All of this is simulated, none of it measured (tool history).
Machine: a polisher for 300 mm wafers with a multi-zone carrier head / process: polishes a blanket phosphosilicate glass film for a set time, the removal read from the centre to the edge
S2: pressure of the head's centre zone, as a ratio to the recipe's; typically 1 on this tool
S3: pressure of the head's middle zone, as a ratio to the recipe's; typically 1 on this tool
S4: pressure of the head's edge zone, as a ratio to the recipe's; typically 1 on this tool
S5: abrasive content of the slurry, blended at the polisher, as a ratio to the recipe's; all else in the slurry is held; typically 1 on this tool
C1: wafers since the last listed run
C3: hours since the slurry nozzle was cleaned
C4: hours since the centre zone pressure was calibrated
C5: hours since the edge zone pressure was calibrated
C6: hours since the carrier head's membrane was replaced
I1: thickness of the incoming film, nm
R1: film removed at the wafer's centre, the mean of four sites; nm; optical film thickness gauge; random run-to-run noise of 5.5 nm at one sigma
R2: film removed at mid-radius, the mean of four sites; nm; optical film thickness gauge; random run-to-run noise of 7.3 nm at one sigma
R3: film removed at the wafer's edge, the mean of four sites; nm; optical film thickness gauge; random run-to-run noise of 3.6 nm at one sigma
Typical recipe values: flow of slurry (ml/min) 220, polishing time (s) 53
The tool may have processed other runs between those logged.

run 1 hour=0 | flow_of_slurry_(ml/min)=220 S2=1 S3=1 S4=1 S5=1 polishing_time_(s)=53 | C1=0 wafers_polished_on_this_pad=530 C3=130.8 C4=690.9 C5=92 C6=1056.2 | I1=4737.4 | R1=514.3 R2=522.2 R3=517.1
run 2 hour=8.7 | flow_of_slurry_(ml/min)=220 S2=1 S3=1 S4=1 S5=1 polishing_time_(s)=53 | C1=91 wafers_polished_on_this_pad=622 C3=139.5 C4=699.6 C5=100.7 C6=1064.9 | I1=4707.1 | R1=518.6 R2=508.6 R3=521.2
run 3 hour=15.7 | flow_of_slurry_(ml/min)=220 S2=1 S3=1 S4=1 S5=1 polishing_time_(s)=53 | C1=73 wafers_polished_on_this_pad=695 C3=146.5 C4=706.6 C5=107.7 C6=1071.9 | I1=4656 | R1=515.9 R2=516.6 R3=513.2
-- hour=24.4 carrier head's membrane replaced by a new one
run 4 hour=24.9 | flow_of_slurry_(ml/min)=220 S2=1 S3=1 S4=1 S5=1 polishing_time_(s)=53 | C1=44 wafers_polished_on_this_pad=740 C3=155.7 C4=715.8 C5=116.9 C6=0.5 | I1=4770.6 | R1=512 R2=506.9 R3=509.3
run 5 hour=39 | flow_of_slurry_(ml/min)=220 S2=1 S3=1 S4=1.07 S5=1 polishing_time_(s)=53 | C1=148 wafers_polished_on_this_pad=889 C3=169.8 C4=729.9 C5=131 C6=14.6 | I1=4692.8 | R1=508.1 R2=505.1 R3=524.2
-- hour=56.9 slurry nozzle cleaned
run 6 hour=57.4 | flow_of_slurry_(ml/min)=220 S2=1.12 S3=1 S4=0.96 S5=1 polishing_time_(s)=53 | C1=183 wafers_polished_on_this_pad=1072 C3=0.5 C4=748.3 C5=149.4 C6=33 | I1=4677.6 | R1=554.9 R2=514.2 R3=498.9
run 7 hour=66 | flow_of_slurry_(ml/min)=220 S2=1 S3=1 S4=1.11 S5=1 polishing_time_(s)=53 | C1=90 wafers_polished_on_this_pad=1163 C3=9.1 C4=756.9 C5=158 C6=41.6 | I1=4606.3 | R1=491.4 R2=498.7 R3=537.4
-- hour=81.1 worn pad replaced by a new one
-- hour=83.7 centre zone pressure recalibrated
run 8 hour=99.6 | flow_of_slurry_(ml/min)=175 S2=1 S3=1 S4=1 S5=1 polishing_time_(s)=53 | C1=291 wafers_polished_on_this_pad=174 C3=42.7 C4=15.9 C5=191.6 C6=75.2 | I1=4641.6 | R1=499.2 R2=520 R3=515.5
run 9 hour=110.7 | flow_of_slurry_(ml/min)=220 S2=1 S3=1 S4=0.88 S5=1 polishing_time_(s)=42 | C1=117 wafers_polished_on_this_pad=291 C3=53.8 C4=27 C5=202.7 C6=86.3 | I1=4693 | R1=409.8 R2=417.3 R3=390.7
run 10 hour=127.9 | flow_of_slurry_(ml/min)=220 S2=1 S3=0.9 S4=1.06 S5=0.75 polishing_time_(s)=53 | C1=181 wafers_polished_on_this_pad=473 C3=71 C4=44.2 C5=219.9 C6=103.5 | I1=4763.6 | R1=439.6 R2=422.1 R3=467.1
run 11 hour=134.1 | flow_of_slurry_(ml/min)=220 S2=1 S3=1 S4=1 S5=1 polishing_time_(s)=66 | C1=65 wafers_polished_on_this_pad=538 C3=77.2 C4=50.4 C5=226.1 C6=109.7 | I1=4684.3 | R1=634.3 R2=646.2 R3=651.7
run 12 hour=142.1 | flow_of_slurry_(ml/min)=270 S2=1 S3=1 S4=1 S5=1 polishing_time_(s)=53 | C1=84 wafers_polished_on_this_pad=623 C3=85.2 C4=58.4 C5=234.1 C6=117.7 | I1=4659.5 | R1=531.2 R2=529 R3=529.6
run 13 hour=157.8 | flow_of_slurry_(ml/min)=220 S2=1 S3=1 S4=1 S5=1.1 polishing_time_(s)=53 | C1=165 wafers_polished_on_this_pad=788 C3=100.9 C4=74.1 C5=249.8 C6=133.4 | I1=4635.5 | R1=531 R2=544.1 R3=544.8
run 14 hour=168.5 | flow_of_slurry_(ml/min)=220 S2=1 S3=1 S4=1 S5=0.85 polishing_time_(s)=72 | C1=112 wafers_polished_on_this_pad=901 C3=111.6 C4=84.8 C5=260.5 C6=144.1 | I1=4669.7 | R1=636.7 R2=637.7 R3=646.6
run 15 hour=184.6 | flow_of_slurry_(ml/min)=165 S2=1 S3=1.05 S4=1 S5=1 polishing_time_(s)=53 | C1=169 wafers_polished_on_this_pad=1071 C3=127.7 C4=100.9 C5=276.6 C6=160.2 | I1=4707.7 | R1=496 R2=520.3 R3=497.1
run 16 hour=197.8 | flow_of_slurry_(ml/min)=220 S2=1 S3=1 S4=1 S5=1 polishing_time_(s)=53 | C1=139 wafers_polished_on_this_pad=1211 C3=140.9 C4=114.1 C5=289.8 C6=173.4 | I1=4686 | R1=510.8 R2=501.6 R3=508.6
-- hour=203.8 worn pad replaced by a new one
run 17 hour=213.8 | flow_of_slurry_(ml/min)=220 S2=1 S3=1 S4=1 S5=1 polishing_time_(s)=68 | C1=126 wafers_polished_on_this_pad=105 C3=156.9 C4=130.1 C5=305.8 C6=189.4 | I1=4708.2 | R1=675 R2=669.8 R3=675.1
run 18 hour=229.2 | flow_of_slurry_(ml/min)=220 S2=1 S3=1 S4=1 S5=1 polishing_time_(s)=53 | C1=162 wafers_polished_on_this_pad=268 C3=172.3 C4=145.5 C5=321.2 C6=204.8 | I1=4621.1 | R1=519.2 R2=514.9 R3=526.7
run 19 hour=241.2 | flow_of_slurry_(ml/min)=220 S2=1 S3=1.08 S4=1 S5=1 polishing_time_(s)=70 | C1=126 wafers_polished_on_this_pad=394 C3=184.3 C4=157.5 C5=333.2 C6=216.8 | I1=4724.7 | R1=681.6 R2=732.4 R3=688.5
-- hour=246 slurry nozzle cleaned
run 20 hour=248.5 | flow_of_slurry_(ml/min)=220 S2=1 S3=1 S4=1 S5=1 polishing_time_(s)=71 | C1=66 wafers_polished_on_this_pad=461 C3=2.5 C4=164.8 C5=340.5 C6=224.1 | I1=4721.7 | R1=680.8 R2=691.6 R3=703.7
run 21 hour=263.4 | flow_of_slurry_(ml/min)=220 S2=1 S3=1.12 S4=0.96 S5=0.8 polishing_time_(s)=53 | C1=157 wafers_polished_on_this_pad=618 C3=17.4 C4=179.7 C5=355.4 C6=239 | I1=4649.3 | R1=451.7 R2=501.8 R3=457.2
run 22 hour=278.8 | flow_of_slurry_(ml/min)=220 S2=1 S3=1 S4=1 S5=1 polishing_time_(s)=53 | C1=162 wafers_polished_on_this_pad=781 C3=32.8 C4=195.1 C5=370.8 C6=254.4 | I1=4667.4 | R1=513 R2=503.2 R3=519.1

Results per run with the tool's hidden condition removed, run-to-run variation unchanged:
What the log doesn't record here: removal rate lost through wear of the pad, %; slurry flow missing at the pad, %; deviation of the centre zone's pressure from its setpoint, %; deviation of the edge zone's pressure from its setpoint, %.
run=1 R1=528.3 R2=536.4 R3=531.1
run=2 R1=534.4 R2=524.1 R3=537.1
run=3 R1=533.1 R2=533.8 R3=530.2
run=4 R1=530.9 R2=525.6 R3=528.1
run=5 R1=529.7 R2=526.5 R3=546.5
run=6 R1=582.6 R2=539.8 R3=523.8
run=7 R1=517.7 R2=525.3 R3=566.1
run=8 R1=504 R2=525 R3=520.4
run=9 R1=415.5 R2=423.1 R3=396.1
run=10 R1=448.5 R2=430.7 R3=476.5
run=11 R1=648.7 R2=660.9 R3=666.5
run=12 R1=544.9 R2=542.6 R3=543.3
run=13 R1=547.9 R2=561.4 R3=562.1
run=14 R1=659.7 R2=660.7 R3=669.9
run=15 R1=517 R2=542.3 R3=518.2
run=16 R1=535.2 R2=525.5 R3=532.8
run=17 R1=679.6 R2=674.3 R3=679.6
run=18 R1=525.7 R2=521.3 R3=533.3
run=19 R1=693.2 R2=744.9 R3=700.2
run=20 R1=694.3 R2=705.3 R3=717.7
run=21 R1=463.2 R2=514.6 R3=468.9
run=22 R1=529.2 R2=519 R3=535.4
